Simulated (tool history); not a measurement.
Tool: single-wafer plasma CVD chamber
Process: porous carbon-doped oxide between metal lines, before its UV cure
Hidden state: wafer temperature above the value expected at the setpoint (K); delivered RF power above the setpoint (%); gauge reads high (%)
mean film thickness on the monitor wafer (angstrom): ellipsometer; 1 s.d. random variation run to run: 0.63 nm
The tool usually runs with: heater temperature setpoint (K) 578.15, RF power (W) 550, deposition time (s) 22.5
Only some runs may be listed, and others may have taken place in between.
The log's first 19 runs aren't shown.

run	day	heater temperature setpoint (K)	RF power (W)	deposition time (s)	wafers since the last listed run	hours since the last thermocouple change	hours since the last RF generator calibration	hours since the showerhead was replaced	hours since the gauge calibration	read-back reference wafer on the same gauge, thickness_nm	mean film thickness on the monitor wafer (angstrom)
20	38.425	568.15	550	22.5	797	1980.8	1795.3	91.0	507.0	133.922	1378.31
21	40.962	568.15	600	22.5	1854	2041.7	1856.2	151.9	567.9	133.961	1476.01
22	43.238	578.15	550	19.7	1662	2096.3	1910.8	206.5	622.5	133.995	1144.60
23	51.750	578.15	605	22.5	6221	2300.6	2115.1	410.8	826.8	134.128	1400.06
24	53.838	570.15	645	24.4	1525	2350.7	2165.2	460.9	876.9	133.875	1649.12
25	56.396	578.15	515	19.7	1869	2412.1	2226.6	522.3	938.3	133.948	1090.91
# day 59.533: thermocouple changed; heater temperature recalibrated
26	59.554	572.15	450	22.5	2064	0.5	2302.4	598.1	1014.1	133.973	1133.46
# day 60.021: RF generator calibrated
27	61.333	578.15	550	22.5	1056	43.2	31.5	640.8	1056.8	134.018	1309.18
28	63.388	578.15	550	22.5	1501	92.5	80.8	690.1	1106.1	134.062	1293.10
29	65.362	588.15	595	18.3	1443	139.9	128.2	737.5	1153.5	134.033	1079.96
30	74.150	578.15	550	22.5	6422	350.8	339.1	948.4	1364.4	133.863	1290.94
31	75.600	568.15	470	22.5	1059	385.6	373.9	983.2	1399.2	134.181	1208.42
32	77.888	591.15	550	22.5	1671	440.5	428.8	1038.1	1454.1	134.083	1213.51
33	79.633	578.15	550	22.5	1275	482.4	470.7	1080.0	1496.0	134.240	1297.12
34	81.504	565.15	465	24.6	1367	527.3	515.6	1124.9	1540.9	133.902	1348.89

4 ways to go on from here, each from the tool as it stands after run 34. What would each give?
A	81.521	593.15	550	22.5	12	527.7	516.0	1125.3	1541.3	?	?
B	81.521	583.15	515	19.0	12	527.7	516.0	1125.3	1541.3	?	?
C	81.521	591.15	510	25.2	12	527.7	516.0	1125.3	1541.3	?	?
D	81.521	592.15	550	22.5	12	527.7	516.0	1125.3	1541.3	?	?

run	read-back reference wafer on the same gauge, thickness_nm	mean film thickness on the monitor wafer (angstrom)
A	134.213	1186.76
B	134.213	1012.33
C	134.213	1261.92
D	134.213	1193.12
Take away the tool's hidden state, keep each run's random variation, and the runs would have read:
run	mean film thickness on the monitor wafer (angstrom)
A	1186.76
B	1012.33
C	1261.92
D	1193.12

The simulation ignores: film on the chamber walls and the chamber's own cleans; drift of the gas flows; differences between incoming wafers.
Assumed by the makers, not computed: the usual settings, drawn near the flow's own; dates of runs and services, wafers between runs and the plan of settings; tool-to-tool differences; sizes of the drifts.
